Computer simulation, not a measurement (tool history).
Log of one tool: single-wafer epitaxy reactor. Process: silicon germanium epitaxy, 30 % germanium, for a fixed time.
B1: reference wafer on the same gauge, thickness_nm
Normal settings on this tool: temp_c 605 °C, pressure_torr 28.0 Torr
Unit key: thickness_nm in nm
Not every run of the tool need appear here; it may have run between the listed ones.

run 1 day=0.000 | temp_c=605 pressure_torr=28.0 | B1=66.732 | thickness_nm=66.260
run 2 day=0.388 | temp_c=605 pressure_torr=28.0 | B1=66.701 | thickness_nm=66.254
run 3 day=1.071 | temp_c=605 pressure_torr=28.0 | B1=66.729 | thickness_nm=65.672
run 4 day=1.583 | temp_c=605 pressure_torr=28.0 | B1=66.766 | thickness_nm=66.221
run 5 day=1.871 | temp_c=605 pressure_torr=28.0 | B1=66.677 | thickness_nm=66.249
run 6 day=2.175 | temp_c=599 pressure_torr=23.4 | B1=66.789 | thickness_nm=56.522
run 7 day=2.871 | temp_c=605 pressure_torr=28.0 | B1=66.766 | thickness_nm=65.048
run 8 day=3.188 | temp_c=600 pressure_torr=29.4 | B1=66.540 | thickness_nm=61.733
run 9 day=3.658 | temp_c=605 pressure_torr=28.0 | B1=66.740 | thickness_nm=65.709
run 10 day=4.042 | temp_c=605 pressure_torr=28.0 | B1=66.689 | thickness_nm=65.884
run 11 day=4.388 | temp_c=605 pressure_torr=28.0 | B1=66.809 | thickness_nm=66.278
-- day=5.546 gauge calibrated
run 12 day=6.350 | temp_c=602 pressure_torr=30.6 | B1=66.602 | thickness_nm=64.152
run 13 day=6.871 | temp_c=602 pressure_torr=30.6 | B1=66.716 | thickness_nm=64.493
run 14 day=7.525 | temp_c=600 pressure_torr=28.0 | B1=66.663 | thickness_nm=60.716
run 15 day=8.217 | temp_c=613 pressure_torr=33.3 | B1=66.782 | thickness_nm=78.578
run 16 day=8.733 | temp_c=618 pressure_torr=33.2 | B1=66.505 | thickness_nm=85.842
run 17 day=9.100 | temp_c=620 pressure_torr=23.4 | B1=66.605 | thickness_nm=78.473
run 18 day=9.600 | temp_c=605 pressure_torr=28.0 | B1=66.623 | thickness_nm=65.112
run 19 day=9.938 | temp_c=605 pressure_torr=28.0 | B1=66.652 | thickness_nm=65.241
-- day=10.408 showerhead replaced
-- day=10.704 capacitance manometer re-zeroed and calibrated
run 20 day=10.725 | temp_c=605 pressure_torr=28.0 | B1=66.626 | thickness_nm=64.887
run 21 day=10.912 | temp_c=605 pressure_torr=28.0 | B1=66.693 | thickness_nm=65.074
run 22 day=11.512 | temp_c=593 pressure_torr=34.0 | B1=66.597 | thickness_nm=57.607
run 23 day=12.017 | temp_c=591 pressure_torr=30.4 | B1=66.649 | thickness_nm=53.276
-- day=12.512 pyrometer calibrated
run 24 day=12.625 | temp_c=605 pressure_torr=28.0 | B1=66.657 | thickness_nm=69.982
run 25 day=13.042 | temp_c=605 pressure_torr=28.0 | B1=66.618 | thickness_nm=69.535
run 26 day=13.754 | temp_c=605 pressure_torr=28.0 | B1=66.714 | thickness_nm=69.576
run 27 day=14.104 | temp_c=610 pressure_torr=34.0 | B1=66.820 | thickness_nm=80.233
run 28 day=14.592 | temp_c=592 pressure_torr=23.4 | B1=66.758 | thickness_nm=53.145
run 29 day=14.896 | temp_c=605 pressure_torr=31.9 | B1=66.739 | thickness_nm=72.685
run 30 day=15.312 | temp_c=601 pressure_torr=22.4 | B1=66.501 | thickness_nm=60.577
run 31 day=15.825 | temp_c=618 pressure_torr=28.0 | B1=66.620 | thickness_nm=84.789
run 32 day=16.517 | temp_c=596 pressure_torr=31.6 | B1=66.598 | thickness_nm=62.944
run 33 day=17.254 | temp_c=591 pressure_torr=33.7 | B1=66.874 | thickness_nm=58.259
run 34 day=17.867 | temp_c=591 pressure_torr=28.0 | B1=66.631 | thickness_nm=54.538
run 35 day=18.538 | temp_c=605 pressure_torr=23.5 | B1=66.863 | thickness_nm=65.104
run 36 day=19.221 | temp_c=595 pressure_torr=29.9 | B1=66.623 | thickness_nm=59.949

Consider 3 possible next runs. They are alternatives, not a sequence: every one starts from the tool as it was left by run 36. What does each give?
run A day=19.238 | temp_c=605 pressure_torr=22.5 | B1=? | thickness_nm=?
run B day=19.238 | temp_c=605 pressure_torr=24.5 | B1=? | thickness_nm=?
run C day=19.238 | temp_c=592 pressure_torr=21.8 | B1=? | thickness_nm=?

run=A B1=66.518 thickness_nm=64.475
run=B B1=66.518 thickness_nm=66.237
run=C B1=66.518 thickness_nm=51.775
Without the tool's unlogged condition, the same runs would have read:
run=A thickness_nm=64.890
run=B thickness_nm=66.663
run=C thickness_nm=52.117

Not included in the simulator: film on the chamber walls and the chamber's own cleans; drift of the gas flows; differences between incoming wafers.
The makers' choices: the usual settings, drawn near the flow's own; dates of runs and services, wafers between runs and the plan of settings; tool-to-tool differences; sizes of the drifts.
